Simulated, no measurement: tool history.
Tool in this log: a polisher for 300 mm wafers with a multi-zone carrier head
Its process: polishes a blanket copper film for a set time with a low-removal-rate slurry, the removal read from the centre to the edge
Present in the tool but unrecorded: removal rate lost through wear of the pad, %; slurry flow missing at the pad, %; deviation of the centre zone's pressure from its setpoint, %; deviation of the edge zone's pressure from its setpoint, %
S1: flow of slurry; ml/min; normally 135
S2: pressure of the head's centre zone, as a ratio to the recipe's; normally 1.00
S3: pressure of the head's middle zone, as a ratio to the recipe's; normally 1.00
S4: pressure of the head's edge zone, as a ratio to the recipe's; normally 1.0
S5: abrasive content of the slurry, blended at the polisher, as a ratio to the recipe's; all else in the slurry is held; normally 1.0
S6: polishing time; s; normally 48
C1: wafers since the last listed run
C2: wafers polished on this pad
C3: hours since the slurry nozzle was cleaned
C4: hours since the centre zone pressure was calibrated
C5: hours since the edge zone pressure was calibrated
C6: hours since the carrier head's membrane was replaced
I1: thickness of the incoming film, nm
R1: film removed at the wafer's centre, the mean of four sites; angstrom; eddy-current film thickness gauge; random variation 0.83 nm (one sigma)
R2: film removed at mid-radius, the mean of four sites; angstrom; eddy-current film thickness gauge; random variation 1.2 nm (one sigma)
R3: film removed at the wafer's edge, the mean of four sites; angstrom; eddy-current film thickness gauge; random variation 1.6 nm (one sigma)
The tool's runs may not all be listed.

{"run": 1, "hour": 0.0, "S1": 135, "S2": 1.0, "S3": 1.0, "S4": 1.0, "S5": 1.0, "S6": 48, "C1": 0, "C2": 1239, "C3": 428.3, "C4": 460.3, "C5": 655.9, "C6": 412.2, "I1": 1407.5, "R1": 1017, "R2": 1031, "R3": 1044}
{"run": 2, "hour": 29.7, "S1": 135, "S2": 1.0, "S3": 1.0, "S4": 1.0, "S5": 1.0, "S6": 48, "C1": 348, "C2": 1587, "C3": 458.0, "C4": 490.0, "C5": 685.6, "C6": 441.9, "I1": 1381.4, "R1": 1025, "R2": 1045, "R3": 1044}
{"run": 3, "hour": 70.8, "S1": 135, "S2": 1.0, "S3": 1.0, "S4": 1.0, "S5": 1.0, "S6": 48, "C1": 482, "C2": 2070, "C3": 499.1, "C4": 531.1, "C5": 726.7, "C6": 483.0, "I1": 1369.0, "R1": 1006, "R2": 1011, "R3": 1057}
{"hour": 80.7, "done": "worn pad replaced by a new one"}
{"hour": 168.0, "done": "slurry nozzle cleaned"}
{"run": 4, "hour": 279.7, "S1": 135, "S2": 1.0, "S3": 1.0, "S4": 1.0, "S5": 1.0, "S6": 48, "C1": 2393, "C2": 2324, "C3": 111.7, "C4": 740.0, "C5": 935.6, "C6": 691.9, "I1": 1387.2, "R1": 1056, "R2": 1051, "R3": 1078}
{"hour": 301.1, "done": "worn pad replaced by a new one"}
{"run": 5, "hour": 310.0, "S1": 135, "S2": 1.0, "S3": 1.0, "S4": 1.0, "S5": 1.0, "S6": 48, "C1": 308, "C2": 104, "C3": 142.0, "C4": 770.3, "C5": 965.9, "C6": 722.2, "I1": 1367.7, "R1": 1055, "R2": 1092, "R3": 1080}
{"run": 6, "hour": 359.7, "S1": 135, "S2": 1.0, "S3": 1.0, "S4": 1.0, "S5": 1.0, "S6": 54, "C1": 583, "C2": 688, "C3": 191.7, "C4": 820.0, "C5": 1015.6, "C6": 771.9, "I1": 1389.4, "R1": 1168, "R2": 1192, "R3": 1220}
{"run": 7, "hour": 422.6, "S1": 135, "S2": 1.0, "S3": 1.0, "S4": 1.0, "S5": 1.0, "S6": 54, "C1": 738, "C2": 1426, "C3": 254.6, "C4": 882.9, "C5": 1078.5, "C6": 834.8, "I1": 1394.1, "R1": 1132, "R2": 1157, "R3": 1183}
{"run": 8, "hour": 480.2, "S1": 135, "S2": 1.0, "S3": 1.0, "S4": 1.0, "S5": 1.0, "S6": 48, "C1": 676, "C2": 2102, "C3": 312.2, "C4": 940.5, "C5": 1136.1, "C6": 892.4, "I1": 1388.0, "R1": 1006, "R2": 1046, "R3": 1067}
{"hour": 487.2, "done": "worn pad replaced by a new one"}
{"run": 9, "hour": 506.4, "S1": 135, "S2": 1.0, "S3": 1.0, "S4": 1.0, "S5": 1.0, "S6": 48, "C1": 260, "C2": 224, "C3": 338.4, "C4": 966.7, "C5": 1162.3, "C6": 918.6, "I1": 1387.5, "R1": 1022, "R2": 1022, "R3": 1081}
{"run": 10, "hour": 534.5, "S1": 115, "S2": 1.0, "S3": 1.0, "S4": 1.1, "S5": 0.8, "S6": 54, "C1": 329, "C2": 554, "C3": 366.5, "C4": 994.8, "C5": 1190.4, "C6": 946.7, "I1": 1399.5, "R1": 1021, "R2": 1046, "R3": 1116}
{"hour": 542.9, "done": "carrier head's membrane replaced by a new one"}
{"run": 11, "hour": 572.4, "S1": 110, "S2": 1.09, "S3": 1.03, "S4": 1.0, "S5": 1.0, "S6": 37, "C1": 386, "C2": 941, "C3": 404.4, "C4": 1032.7, "C5": 1228.3, "C6": 29.5, "I1": 1400.1, "R1": 778, "R2": 774, "R3": 755}

Run 12, settings as shown, results not yet in. Your forecast:
{"hour": 586.5, "done": "edge zone pressure recalibrated"}
{"hour": 616.9, "done": "slurry nozzle cleaned"}
{"run": 12, "hour": 617.4, "S1": 135, "S2": 1.0, "S3": 1.0, "S4": 1.0, "S5": 1.0, "S6": 48, "C1": 493, "C2": 1434, "C3": 0.5, "C4": 1077.7, "C5": 30.9, "C6": 74.5, "I1": 1395.2, "R1": "?", "R2": "?", "R3": "?"}

{"run 12": {"R1": 1089, "R2": 1123, "R3": 1070}}
Take away the tool's hidden state, keep the run-to-run variation as it was, and the same run would have given R1 1097 angstrom, R2 1130 angstrom, R3 1075 angstrom.

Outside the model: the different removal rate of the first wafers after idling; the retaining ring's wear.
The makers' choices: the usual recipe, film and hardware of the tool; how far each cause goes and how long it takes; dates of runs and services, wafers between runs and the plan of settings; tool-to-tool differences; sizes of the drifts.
